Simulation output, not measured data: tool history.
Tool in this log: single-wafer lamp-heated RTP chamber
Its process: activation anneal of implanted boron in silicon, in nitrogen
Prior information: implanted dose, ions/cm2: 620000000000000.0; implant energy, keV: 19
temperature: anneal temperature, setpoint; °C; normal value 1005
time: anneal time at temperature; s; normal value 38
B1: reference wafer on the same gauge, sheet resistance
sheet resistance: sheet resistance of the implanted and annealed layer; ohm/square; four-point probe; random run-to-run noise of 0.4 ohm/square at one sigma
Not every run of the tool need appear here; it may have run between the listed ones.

{"run": 1, "hour": 0.0, "temperature": 1005, "time": 38, "B1": 183.15, "sheet resistance": 190.44}
{"run": 2, "hour": 43.3, "temperature": 1005, "time": 38, "B1": 183.3, "sheet resistance": 190.43}
{"hour": 106.9, "done": "reflector plate cleaned"}
{"hour": 285.6, "done": "pyrometer window cleaned and pyrometer calibrated"}
{"run": 3, "hour": 286.1, "temperature": 1005, "time": 38, "B1": 184.07, "sheet resistance": 191.59}
{"run": 4, "hour": 353.1, "temperature": 1005, "time": 38, "B1": 184.27, "sheet resistance": 191.06}
{"run": 5, "hour": 433.2, "temperature": 1005, "time": 53, "B1": 184.67, "sheet resistance": 190.96}
{"run": 6, "hour": 480.9, "temperature": 1005, "time": 53, "B1": 184.83, "sheet resistance": 190.56}
{"hour": 535.4, "done": "reflector plate cleaned"}
{"run": 7, "hour": 567.5, "temperature": 1005, "time": 53, "B1": 185.21, "sheet resistance": 191.2}
{"run": 8, "hour": 624.5, "temperature": 982, "time": 51, "B1": 185.51, "sheet resistance": 199.58}
{"run": 9, "hour": 688.9, "temperature": 982, "time": 51, "B1": 185.77, "sheet resistance": 199.82}
{"hour": 762.2, "done": "pyrometer window cleaned and pyrometer calibrated"}
{"hour": 773.4, "done": "gauge calibrated"}
{"run": 10, "hour": 792.0, "temperature": 982, "time": 51, "B1": 182.04, "sheet resistance": 194.76}
{"run": 11, "hour": 896.5, "temperature": 996, "time": 38, "B1": 182.11, "sheet resistance": 191.2}
{"hour": 920.9, "done": "reflector plate cleaned"}
{"run": 12, "hour": 950.5, "temperature": 996, "time": 38, "B1": 182.14, "sheet resistance": 191.38}
{"run": 13, "hour": 1001.0, "temperature": 1005, "time": 38, "B1": 182.2, "sheet resistance": 189.54}
{"run": 14, "hour": 1105.9, "temperature": 1021, "time": 23, "B1": 182.36, "sheet resistance": 188.11}
{"run": 15, "hour": 1166.7, "temperature": 984, "time": 27, "B1": 182.27, "sheet resistance": 198.04}
{"hour": 1264.6, "done": "pyrometer window cleaned and pyrometer calibrated"}
{"run": 16, "hour": 1272.5, "temperature": 1005, "time": 49, "B1": 182.58, "sheet resistance": 189.21}
{"run": 17, "hour": 1349.9, "temperature": 1005, "time": 38, "B1": 182.77, "sheet resistance": 190.26}
{"hour": 1396.9, "done": "reflector plate cleaned"}
{"run": 18, "hour": 1435.7, "temperature": 1016, "time": 54, "B1": 182.9, "sheet resistance": 187.12}
{"run": 19, "hour": 1586.3, "temperature": 1017, "time": 55, "B1": 183.29, "sheet resistance": 188.31}
{"hour": 1651.8, "done": "pyrometer window cleaned and pyrometer calibrated"}
{"run": 20, "hour": 1702.9, "temperature": 1005, "time": 38, "B1": 183.74, "sheet resistance": 190.97}
{"hour": 1843.1, "done": "reflector plate cleaned"}
{"run": 21, "hour": 2005.4, "temperature": 1005, "time": 38, "B1": 184.93, "sheet resistance": 192.01}
{"hour": 2050.3, "done": "gauge calibrated"}
{"run": 22, "hour": 2077.1, "temperature": 1027, "time": 54, "B1": 181.96, "sheet resistance": 185.24}
{"hour": 2113.2, "done": "pyrometer window cleaned and pyrometer calibrated"}
{"run": 23, "hour": 2168.9, "temperature": 1026, "time": 18, "B1": 182.05, "sheet resistance": 187.78}
{"hour": 2236.4, "done": "reflector plate cleaned"}
{"run": 24, "hour": 2238.6, "temperature": 1013, "time": 60, "B1": 182.11, "sheet resistance": 187.25}

Each row is a separate what-if for the run after 24, all from the same tool condition, not one after another. Results?
{"run": "A", "hour": 2239.0, "temperature": 989, "time": 38, "B1": "?", "sheet resistance": "?"}
{"run": "B", "hour": 2239.0, "temperature": 984, "time": 38, "B1": "?", "sheet resistance": "?"}
{"run": "C", "hour": 2239.0, "temperature": 1020, "time": 52, "B1": "?", "sheet resistance": "?"}
{"run": "D", "hour": 2239.0, "temperature": 976, "time": 26, "B1": "?", "sheet resistance": "?"}

run=A B1=182.05 sheet_resistance=194.43
run=B B1=182.05 sheet_resistance=196.61
run=C B1=182.05 sheet_resistance=186.44
run=D B1=182.05 sheet_resistance=204.01
What these runs would have given with no unlogged condition in the tool:
run=A sheet_resistance=194.37
run=B sheet_resistance=196.55
run=C sheet_resistance=186.38
run=D sheet_resistance=203.95

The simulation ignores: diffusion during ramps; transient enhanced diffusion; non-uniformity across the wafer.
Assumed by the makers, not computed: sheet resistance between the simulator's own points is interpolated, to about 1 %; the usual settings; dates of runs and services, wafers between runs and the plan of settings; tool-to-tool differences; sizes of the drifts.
